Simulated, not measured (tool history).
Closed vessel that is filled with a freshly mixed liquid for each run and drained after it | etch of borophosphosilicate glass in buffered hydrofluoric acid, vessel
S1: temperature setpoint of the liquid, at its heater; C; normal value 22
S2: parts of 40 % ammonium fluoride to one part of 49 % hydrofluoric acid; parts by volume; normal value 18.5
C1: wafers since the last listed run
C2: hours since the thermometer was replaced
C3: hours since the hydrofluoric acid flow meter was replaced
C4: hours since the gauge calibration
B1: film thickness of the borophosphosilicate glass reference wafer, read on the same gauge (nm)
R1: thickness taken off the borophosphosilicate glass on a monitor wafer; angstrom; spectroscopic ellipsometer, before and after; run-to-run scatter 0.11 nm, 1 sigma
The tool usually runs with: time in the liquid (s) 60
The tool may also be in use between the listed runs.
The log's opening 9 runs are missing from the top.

run 10 hour=842.2 | S1=22 S2=18.5 time_in_the_liquid_(s)=60 | C1=5761 C2=658 C3=143.4 C4=2530.9 | B1=129.99 | R1=331.7
run 11 hour=902.9 | S1=22 S2=18.5 time_in_the_liquid_(s)=60 | C1=8190 C2=718.7 C3=204.1 C4=2591.6 | B1=130 | R1=329.1
run 12 hour=967.3 | S1=22 S2=18.5 time_in_the_liquid_(s)=45 | C1=8689 C2=783.1 C3=268.5 C4=2656 | B1=130.03 | R1=248
run 13 hour=1036.2 | S1=22 S2=18.5 time_in_the_liquid_(s)=60 | C1=9296 C2=852 C3=337.4 C4=2724.9 | B1=130.04 | R1=330
run 14 hour=1125.2 | S1=24 S2=12 time_in_the_liquid_(s)=75 | C1=12008 C2=941 C3=426.4 C4=2813.9 | B1=129.99 | R1=708.8
run 15 hour=1208.9 | S1=18 S2=12.5 time_in_the_liquid_(s)=80 | C1=11293 C2=1024.7 C3=510.1 C4=2897.6 | B1=130.02 | R1=520.5
-- hour=1218.5 thermometer replaced
run 16 hour=1291.3 | S1=26.5 S2=16 time_in_the_liquid_(s)=50 | C1=10983 C2=72.8 C3=592.5 C4=2980 | B1=129.95 | R1=404.9
run 17 hour=1338.7 | S1=24 S2=18.5 time_in_the_liquid_(s)=45 | C1=6395 C2=120.2 C3=639.9 C4=3027.4 | B1=130.01 | R1=275.3
run 18 hour=1392.3 | S1=24.5 S2=25.5 time_in_the_liquid_(s)=95 | C1=7232 C2=173.8 C3=693.5 C4=3081 | B1=129.98 | R1=470.4
run 19 hour=1630.1 | S1=22 S2=18.5 time_in_the_liquid_(s)=60 | C1=32086 C2=411.6 C3=931.3 C4=3318.8 | B1=129.98 | R1=330.3
run 20 hour=1720.6 | S1=25.5 S2=16 time_in_the_liquid_(s)=90 | C1=12211 C2=502.1 C3=1021.8 C4=3409.3 | B1=130 | R1=689.8

Run 21, settings as shown, results not yet in. Your forecast:
run 21 hour=1791.3 | S1=24 S2=12 time_in_the_liquid_(s)=85 | C1=9539 C2=572.8 C3=1092.5 C4=3480 | B1=? | R1=?

Run 21 came out at B1 130.01, R1 806.1 angstrom.
With no hidden state in the tool, this same run would have given R1 806.1 angstrom.
